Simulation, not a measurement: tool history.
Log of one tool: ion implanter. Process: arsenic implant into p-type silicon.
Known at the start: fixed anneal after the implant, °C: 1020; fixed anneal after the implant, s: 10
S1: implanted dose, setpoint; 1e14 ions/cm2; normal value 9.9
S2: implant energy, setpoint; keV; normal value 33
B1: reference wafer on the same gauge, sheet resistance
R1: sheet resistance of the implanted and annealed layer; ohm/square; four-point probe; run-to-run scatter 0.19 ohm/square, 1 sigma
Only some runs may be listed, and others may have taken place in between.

run   hour     S1    S2      B1      R1
  1      0    9.9    33  148.97   126.5
  2   24.5    9.9    33  148.95  126.44
  3   42.2  11.42  41.5  149.04  109.75
  4   74.2  11.42  41.5  148.95  109.62
  5   92.4  11.42  41.5  149.02  109.63
  6  120.4  10.72    33  148.97  120.87
  7  139.5  10.72    33  149.04  120.94
  8  163.3  10.72    33  148.98     121
  9  194.7   8.17    39  149.01  139.38
 10  215.6   8.17    39  149.01  139.73
 11  240.4   8.17    39  149.03  139.86
 12  274.3   11.1    27  149.02  126.13
 13  287.2    9.9    33  148.96  127.47
     305.1  -- gauge calibrated
 14    317    9.9    33  149.04  127.96
 15  344.2    9.9    33  149.07   127.6
 16    379    9.9    33  149.03  127.95
 17    415   8.26  37.5  148.98   140.9
 18  431.4   7.15    27  148.93  166.93
     447.4  -- extraction supply calibrated
 19  466.5   7.04  38.5  148.92  158.28
     498.2  -- Faraday cup replaced and dose calibrated
 20  498.7  12.44    41  149.01  104.89
 21  522.9   8.28  41.5  148.97  134.96
 22  541.4    9.9    33  148.99  125.51
 23  575.1    9.9    33  148.95  126.31
 24  596.3    9.9    33  149.01  126.38
 25  630.6   9.14    41  148.99  126.59
 26  666.2    7.9    26  148.94  154.34
 27  693.2    9.9    25  149.01  135.36
 28  714.3  12.66    43  149.03  102.51
 29  735.4  12.29    30  149.04  115.31
 30  751.6    9.9    29  149.01  130.59

Alternative continuations, all from the tool just after run 30; predict every row:
  A   752    9.9    23   ?   ?
  B   752  10.91  40.5   ?   ?
  C   752  12.14  39.5   ?   ?
  D   752  11.73  36.5   ?   ?

run   B1      R1
  A  149  138.56
  B  149  113.21
  C  149  107.05
  D  149  111.36
Without the tool's hidden state the same runs would have given:
run      R1
  A  138.29
  B  112.97
  C  106.85
  D  111.14
